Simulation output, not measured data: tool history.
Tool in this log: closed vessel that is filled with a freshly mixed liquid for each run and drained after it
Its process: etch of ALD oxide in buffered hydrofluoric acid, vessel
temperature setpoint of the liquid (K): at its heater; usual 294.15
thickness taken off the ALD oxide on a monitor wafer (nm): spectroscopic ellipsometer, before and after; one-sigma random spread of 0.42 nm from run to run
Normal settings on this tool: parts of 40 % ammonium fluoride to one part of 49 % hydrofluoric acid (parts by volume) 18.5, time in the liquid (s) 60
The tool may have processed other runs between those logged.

run	hour	temperature setpoint of the liquid (K)	parts of 40 % ammonium fluoride to one part of 49 % hydrofluoric acid (parts by volume)	time in the liquid (s)	read-back film thickness of the ALD oxide reference wafer, read on the same gauge (nm)	thickness taken off the ALD oxide on a monitor wafer (nm)
1	0	294.15	18.5	60	89.99	52.77
2	34.4	294.15	18.5	60	90	52.41
3	92.7	294.15	18.5	60	90.02	51.59
4	157.2	294.15	18.5	60	89.99	51.87
5	200.7	294.15	18.5	60	90	51.85
6	266.4	294.15	18.5	60	90.01	51.82
7	304.1	294.15	18.5	60	89.99	52.84
8	371.9	294.15	18.5	60	90	52.14
9	403	295.65	24	60	90.02	47.8
10	448.3	295.65	24	60	90	47.54
11	513.3	292.65	18.5	60	89.98	47.36
# hour 617.5: hydrofluoric acid flow meter replaced
12	688.5	294.15	18.5	80	89.97	76.21
13	756.2	294.15	18.5	80	90.02	76.27
14	805.2	294.15	18.5	60	90.01	58.27
15	850.1	294.15	18.5	60	90.01	57.95
16	900.5	294.15	18.5	60	90	58
17	941.5	297.15	18.5	50	89.98	57.16
18	995.2	298.15	14	75	90.02	118.37
19	1038.9	294.15	23	85	90	68.43
20	1070.8	294.15	18.5	60	89.99	57.66
# hour 1109.5: thermometer replaced
# hour 1138.8: gauge calibrated
21	1175	298.15	16.5	85	90.01	100.02
22	1228.1	294.15	16	45	90.03	43.76
23	1291.2	294.15	18.5	35	90	29.18
24	1358.1	296.65	18.5	60	89.99	57.74
25	1415.7	294.15	18.5	60	90.02	49.95
26	1622.5	294.15	11.5	60	89.99	80.32
27	1681.1	294.15	18.5	60	90	51.08
28	1706.2	290.15	24	60	90.01	33.38
29	1731.3	298.15	18.5	60	89.99	62.33

What if the next run were any one of these 4? Each begins from the tool's condition after run 29:
A	1732	294.15	18.5	95	?	?
B	1732	297.65	18.5	35	?	?
C	1732	296.15	14	60	?	?
D	1732	294.15	25	85	?	?

run	read-back film thickness of the ALD oxide reference wafer, read on the same gauge (nm)	thickness taken off the ALD oxide on a monitor wafer (nm)
A	90	79.89
B	90	35.68
C	90	74.15
D	90	57.86
With no hidden state in the tool, these same runs would have given:
run	thickness taken off the ALD oxide on a monitor wafer (nm)
A	82.45
B	36.84
C	76.53
D	58.56
